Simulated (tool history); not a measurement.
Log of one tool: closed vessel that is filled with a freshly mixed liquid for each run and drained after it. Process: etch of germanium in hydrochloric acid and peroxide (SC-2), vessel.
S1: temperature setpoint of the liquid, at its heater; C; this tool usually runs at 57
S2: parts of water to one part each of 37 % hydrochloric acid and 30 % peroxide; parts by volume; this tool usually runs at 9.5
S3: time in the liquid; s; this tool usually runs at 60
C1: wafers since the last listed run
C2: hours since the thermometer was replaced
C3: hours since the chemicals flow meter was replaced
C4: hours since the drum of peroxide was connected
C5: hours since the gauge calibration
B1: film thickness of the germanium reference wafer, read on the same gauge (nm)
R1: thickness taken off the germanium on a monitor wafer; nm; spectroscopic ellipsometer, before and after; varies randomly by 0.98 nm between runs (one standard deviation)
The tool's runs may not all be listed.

run 1 hour=0 | S1=57 S2=9.5 S3=40 | C1=0 C2=1999.5 C3=913.8 C4=16.9 C5=335.5 | B1=49.99 | R1=111.27
run 2 hour=51.5 | S1=57 S2=9.5 S3=40 | C1=5599 C2=2051 C3=965.3 C4=68.4 C5=387 | B1=50.01 | R1=111.42
-- hour=88.9 chemicals flow meter replaced
run 3 hour=251.8 | S1=57 S2=9.5 S3=60 | C1=21668 C2=2251.3 C3=162.9 C4=268.7 C5=587.3 | B1=50 | R1=166.73
run 4 hour=315.8 | S1=57 S2=9.5 S3=45 | C1=6958 C2=2315.3 C3=226.9 C4=332.7 C5=651.3 | B1=50.02 | R1=125.98
run 5 hour=342.7 | S1=57 S2=9.5 S3=60 | C1=2924 C2=2342.2 C3=253.8 C4=359.6 C5=678.2 | B1=50.01 | R1=168.76
run 6 hour=369.8 | S1=57 S2=9.5 S3=60 | C1=2946 C2=2369.3 C3=280.9 C4=386.7 C5=705.3 | B1=50.02 | R1=168.09
run 7 hour=426.4 | S1=57 S2=7 S3=60 | C1=6153 C2=2425.9 C3=337.5 C4=443.3 C5=761.9 | B1=49.98 | R1=173.12
-- hour=443.5 new drum of peroxide connected
-- hour=453.8 thermometer replaced
run 8 hour=454.6 | S1=57 S2=7 S3=60 | C1=2848 C2=0.8 C3=365.7 C4=11.1 C5=790.1 | B1=50.02 | R1=162.8
run 9 hour=520.9 | S1=57 S2=7 S3=60 | C1=7208 C2=67.1 C3=432 C4=77.4 C5=856.4 | B1=49.98 | R1=161.73
run 10 hour=557.8 | S1=57 S2=9.5 S3=60 | C1=4011 C2=104 C3=468.9 C4=114.3 C5=893.3 | B1=49.97 | R1=159.36
-- hour=600.6 gauge calibrated
run 11 hour=624 | S1=57 S2=9.5 S3=60 | C1=7197 C2=170.2 C3=535.1 C4=180.5 C5=23.4 | B1=50 | R1=160.44
run 12 hour=658.4 | S1=57 S2=9.5 S3=60 | C1=3740 C2=204.6 C3=569.5 C4=214.9 C5=57.8 | B1=50.04 | R1=158.52
run 13 hour=762 | S1=57 S2=9.5 S3=60 | C1=11263 C2=308.2 C3=673.1 C4=318.5 C5=161.4 | B1=50.01 | R1=161.63
-- hour=821 new drum of peroxide connected
run 14 hour=827.2 | S1=63 S2=7 S3=60 | C1=6979 C2=373.4 C3=738.3 C4=6.2 C5=226.6 | B1=50 | R1=195
run 15 hour=859 | S1=54 S2=11 S3=75 | C1=3457 C2=405.2 C3=770.1 C4=38 C5=258.4 | B1=49.99 | R1=179.02
run 16 hour=926.2 | S1=57 S2=9.5 S3=60 | C1=7306 C2=472.4 C3=837.3 C4=105.2 C5=325.6 | B1=49.99 | R1=158.81
-- hour=928.5 chemicals flow meter replaced
run 17 hour=966.3 | S1=65 S2=7 S3=90 | C1=4251 C2=512.5 C3=37.8 C4=145.3 C5=365.7 | B1=50 | R1=311.76
run 18 hour=1019.5 | S1=48 S2=9.5 S3=60 | C1=5784 C2=565.7 C3=91 C4=198.5 C5=418.9 | B1=50.01 | R1=120.29
run 19 hour=1068.5 | S1=52 S2=11.5 S3=35 | C1=5327 C2=614.7 C3=140 C4=247.5 C5=467.9 | B1=50 | R1=78.63
run 20 hour=1137.4 | S1=51 S2=12.5 S3=60 | C1=7490 C2=683.6 C3=208.9 C4=316.4 C5=536.8 | B1=49.98 | R1=130.97
run 21 hour=1204.2 | S1=53 S2=9.5 S3=60 | C1=7262 C2=750.4 C3=275.7 C4=383.2 C5=603.6 | B1=50.02 | R1=143.61
run 22 hour=1259 | S1=63.5 S2=11.5 S3=90 | C1=5957 C2=805.2 C3=330.5 C4=438 C5=658.4 | B1=50.03 | R1=284.3
-- hour=1311.8 new drum of peroxide connected
run 23 hour=1319.8 | S1=57 S2=9.5 S3=60 | C1=6501 C2=866 C3=391.3 C4=8 C5=719.2 | B1=50.01 | R1=158.94
run 24 hour=1388.5 | S1=57 S2=9.5 S3=60 | C1=7469 C2=934.7 C3=460 C4=76.7 C5=787.9 | B1=50.04 | R1=160.26
-- hour=1415.2 gauge calibrated
run 25 hour=1427 | S1=63.5 S2=9.5 S3=60 | C1=4185 C2=973.2 C3=498.5 C4=115.2 C5=11.8 | B1=49.99 | R1=195.24

Describe how what the log doesn't record of the tool's condition differs between the last listed run preceding each entry between runs and the first listed run following it.
Runs 2 to 3: chemicals flow meter replaced (hour 88.9)
  liquid hotter than its thermometer reads (K): 1.82 -> 1.99
  measured less the result without the state, R1: +5.89 -> +9.62 nm
Runs 7 to 8: new drum of peroxide connected (hour 443.5); thermometer replaced (hour 453.8)
  liquid hotter than its thermometer reads (K): 2.15 -> 0.0675
  measured less the result without the state, R1: +10.89 -> +0.35 nm
Runs 10 to 11: gauge calibrated (hour 600.6)
  liquid hotter than its thermometer reads (K): 0.158 -> 0.216
  measured less the result without the state, R1: +0.76 -> +1.05 nm
Runs 13 to 14: new drum of peroxide connected (hour 821)
  liquid hotter than its thermometer reads (K): 0.336 -> 0.393
  measured less the result without the state, R1: +1.64 -> +2.21 nm
Runs 16 to 17: chemicals flow meter replaced (hour 928.5)
  liquid hotter than its thermometer reads (K): 0.48 -> 0.515
  measured less the result without the state, R1: +2.27 -> +4.55 nm
Runs 22 to 23: new drum of peroxide connected (hour 1311.8)
  liquid hotter than its thermometer reads (K): 0.771 -> 0.824
  measured less the result without the state, R1: +6.16 -> +3.86 nm
Runs 24 to 25: gauge calibrated (hour 1415.2)
  liquid hotter than its thermometer reads (K): 0.884 -> 0.917
  measured less the result without the state, R1: +4.17 -> +5.09 nm

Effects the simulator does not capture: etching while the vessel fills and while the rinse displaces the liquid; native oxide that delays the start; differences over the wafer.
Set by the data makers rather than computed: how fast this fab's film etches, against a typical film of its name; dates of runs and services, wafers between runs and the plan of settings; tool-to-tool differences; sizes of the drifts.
